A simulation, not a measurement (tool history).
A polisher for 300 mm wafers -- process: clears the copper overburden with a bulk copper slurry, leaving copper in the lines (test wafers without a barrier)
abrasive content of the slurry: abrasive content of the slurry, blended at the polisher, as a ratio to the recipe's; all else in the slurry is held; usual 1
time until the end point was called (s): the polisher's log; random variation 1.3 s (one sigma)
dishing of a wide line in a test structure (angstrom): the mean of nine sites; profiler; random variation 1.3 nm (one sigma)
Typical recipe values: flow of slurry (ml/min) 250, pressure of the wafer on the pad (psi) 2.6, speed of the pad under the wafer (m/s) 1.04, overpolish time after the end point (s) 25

run	day	flow of slurry (ml/min)	pressure of the wafer on the pad (psi)	speed of the pad under the wafer (m/s)	abrasive content of the slurry	overpolish time after the end point (s)	incoming thickness of the incoming film, nm	time until the end point was called (s)	dishing of a wide line in a test structure (angstrom)
1	0	250	2.6	1.04	1	25	808.2	88.6	818
2	2.308	195	2.6	1.04	1	25	817.1	94.3	806
3	6.083	250	3.3	1.04	1	25	809.6	76.9	884
# day 6.867: worn pad replaced by a new one
4	8.467	215	2.6	1.04	0.9	25	809	79.9	795
5	10.271	250	2.6	1.04	1	25	814.9	81.7	831
# day 11.054: slurry blender recalibrated
6	14.625	250	2.6	1.04	1	39	809.1	80.2	939
# day 16.467: slurry nozzle cleaned
7	17.792	250	2.6	1.04	1	25	805.8	84.5	852
8	19.617	285	2.6	1.04	0.85	25	795.5	81.2	825
9	23.65	250	2.6	1.04	1	15	821.7	83.2	661
10	26.15	300	2.6	1.04	1.25	36	809.4	78.2	905
11	29.008	320	2.6	1.26	1	38	803	66.2	937
12	32.229	250	1.9	1.04	1	31	795.7	99.9	791
# day 35.867: worn pad replaced by a new one
13	35.888	250	2.6	1.04	1	25	810.7	75.7	839
14	38.767	250	3.4	0.7	1.2	25	812.7	97.1	832
15	42.925	250	2.6	1.04	1	25	809.9	78.1	839
16	45.2	330	2.6	1.04	1	11	800.8	76.9	578
# day 45.783: head pressure recalibrated
# day 47.092: slurry blender recalibrated
# day 48.367: slurry nozzle cleaned
17	48.771	250	2.6	1.3	1	25	798.8	65	889
18	51.208	250	2.6	0.82	1	25	812.2	110.4	750
19	55.325	250	2.6	1.16	1.2	25	802.9	77.4	852
20	59.758	195	2.6	0.76	1.1	25	814.3	119.9	684
21	71.383	250	2.6	1.04	1	38	817.2	90.1	900
# day 72.904: worn pad replaced by a new one
22	74.617	290	1.8	1.04	0.85	10	826.3	99.2	457
# day 75.288: slurry blender recalibrated
23	77.621	250	3	1.04	1.15	25	807.2	73	873
# day 79.075: slurry nozzle cleaned
24	80.979	215	2.6	1.04	1	16	809.2	84.4	674
25	83.838	250	2.6	0.88	1	38	814.3	97.1	890
26	85.683	250	2.2	1.04	1	25	819.6	91.4	784
27	87.988	250	2.6	1.04	1	25	801.6	80.9	805

Consider 5 possible next runs. They are alternatives, not a sequence: every one starts from the tool as it was left by run 27. What does each give?
A	88.008	250	2.1	1.04	1	25	810.5	?	?
B	88.008	250	2.6	1.04	1	20	810.5	?	?
C	88.008	285	2.6	1.04	1	36	810.5	?	?
D	88.008	250	2.6	1.04	1	40	810.5	?	?
E	88.008	250	2.6	1.04	0.85	25	810.5	?	?

run	time until the end point was called (s)	dishing of a wide line in a test structure (angstrom)
A	93.7	751
B	82.9	743
C	81.8	885
D	82.9	898
E	84.6	801
Stripped of hidden state, with their random variation kept, the same runs would have yielded:
run	time until the end point was called (s)	dishing of a wide line in a test structure (angstrom)
A	92.9	742
B	82.2	736
C	81.1	871
D	82.2	883
E	83.8	792
